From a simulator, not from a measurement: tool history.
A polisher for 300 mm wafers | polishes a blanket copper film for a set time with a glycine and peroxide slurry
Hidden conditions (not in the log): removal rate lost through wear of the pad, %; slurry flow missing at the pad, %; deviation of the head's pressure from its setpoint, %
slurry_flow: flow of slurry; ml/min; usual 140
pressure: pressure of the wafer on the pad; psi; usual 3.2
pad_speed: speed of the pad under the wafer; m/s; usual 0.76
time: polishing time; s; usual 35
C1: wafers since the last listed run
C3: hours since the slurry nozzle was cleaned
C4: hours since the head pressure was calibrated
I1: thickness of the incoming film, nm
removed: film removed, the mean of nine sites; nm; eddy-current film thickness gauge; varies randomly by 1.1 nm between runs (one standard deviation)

{"run": 1, "hour": 0.0, "slurry_flow": 140, "pressure": 3.4, "pad_speed": 0.76, "time": 35, "C1": 0, "wafers polished on this pad": 1375, "C3": 74.7, "C4": 257.1, "I1": 1172.4, "removed": 176.7}
{"hour": 110.2, "done": "worn pad replaced by a new one"}
{"hour": 240.7, "done": "slurry nozzle cleaned"}
{"run": 2, "hour": 287.1, "slurry_flow": 140, "pressure": 3.2, "pad_speed": 0.76, "time": 35, "C1": 1879, "wafers polished on this pad": 1171, "C3": 46.4, "C4": 544.2, "I1": 1141.9, "removed": 171.3}
{"run": 3, "hour": 368.4, "slurry_flow": 140, "pressure": 3.2, "pad_speed": 0.76, "time": 35, "C1": 541, "wafers polished on this pad": 1713, "C3": 127.7, "C4": 625.5, "I1": 1156.2, "removed": 169.6}
{"hour": 423.5, "done": "worn pad replaced by a new one"}
{"run": 4, "hour": 451.1, "slurry_flow": 140, "pressure": 3.2, "pad_speed": 0.76, "time": 35, "C1": 524, "wafers polished on this pad": 183, "C3": 210.4, "C4": 708.2, "I1": 1153.9, "removed": 171.9}
{"run": 5, "hour": 555.5, "slurry_flow": 140, "pressure": 3.2, "pad_speed": 0.76, "time": 35, "C1": 695, "wafers polished on this pad": 879, "C3": 314.8, "C4": 812.6, "I1": 1129.5, "removed": 172.5}
{"hour": 608.0, "done": "slurry nozzle cleaned"}
{"run": 6, "hour": 649.7, "slurry_flow": 140, "pressure": 3.2, "pad_speed": 0.76, "time": 35, "C1": 620, "wafers polished on this pad": 1500, "C3": 41.7, "C4": 906.8, "I1": 1160.3, "removed": 170.6}
{"run": 7, "hour": 731.5, "slurry_flow": 140, "pressure": 3.2, "pad_speed": 0.76, "time": 35, "C1": 544, "wafers polished on this pad": 2045, "C3": 123.5, "C4": 988.6, "I1": 1163.1, "removed": 170.7}
{"hour": 743.5, "done": "head pressure recalibrated"}
{"run": 8, "hour": 775.5, "slurry_flow": 140, "pressure": 3.2, "pad_speed": 0.76, "time": 35, "C1": 279, "wafers polished on this pad": 2324, "C3": 167.5, "C4": 32, "I1": 1159.5, "removed": 171.6}
{"hour": 785.5, "done": "worn pad replaced by a new one"}
{"run": 9, "hour": 829.2, "slurry_flow": 110, "pressure": 3.2, "pad_speed": 0.66, "time": 35, "C1": 331, "wafers polished on this pad": 290, "C3": 221.2, "C4": 85.7, "I1": 1158.1, "removed": 146.7}
{"run": 10, "hour": 911.6, "slurry_flow": 110, "pressure": 3.2, "pad_speed": 0.66, "time": 35, "C1": 548, "wafers polished on this pad": 839, "C3": 303.6, "C4": 168.1, "I1": 1150.5, "removed": 147.1}
{"hour": 946.5, "done": "slurry nozzle cleaned"}
{"run": 11, "hour": 1076.8, "slurry_flow": 180, "pressure": 2.7, "pad_speed": 0.88, "time": 32, "C1": 1093, "wafers polished on this pad": 1933, "C3": 130.3, "C4": 333.3, "I1": 1132.7, "removed": 167.2}
{"hour": 1143.5, "done": "worn pad replaced by a new one"}
{"run": 12, "hour": 1168.2, "slurry_flow": 140, "pressure": 3.2, "pad_speed": 0.76, "time": 35, "C1": 582, "wafers polished on this pad": 164, "C3": 221.7, "C4": 424.7, "I1": 1140, "removed": 171.4}

What does the tool deliver on the next run?
{"run": 13, "hour": 1234.1, "slurry_flow": 105, "pressure": 3.2, "pad_speed": 0.76, "time": 35, "C1": 439, "wafers polished on this pad": 603, "C3": 287.6, "C4": 490.6, "I1": 1155.6, "removed": "?"}

For run 13 the tool returned removed 162.5 nm.
With the hidden condition absent and the run-to-run variation left alone, this run would have shown removed 162.5 nm.
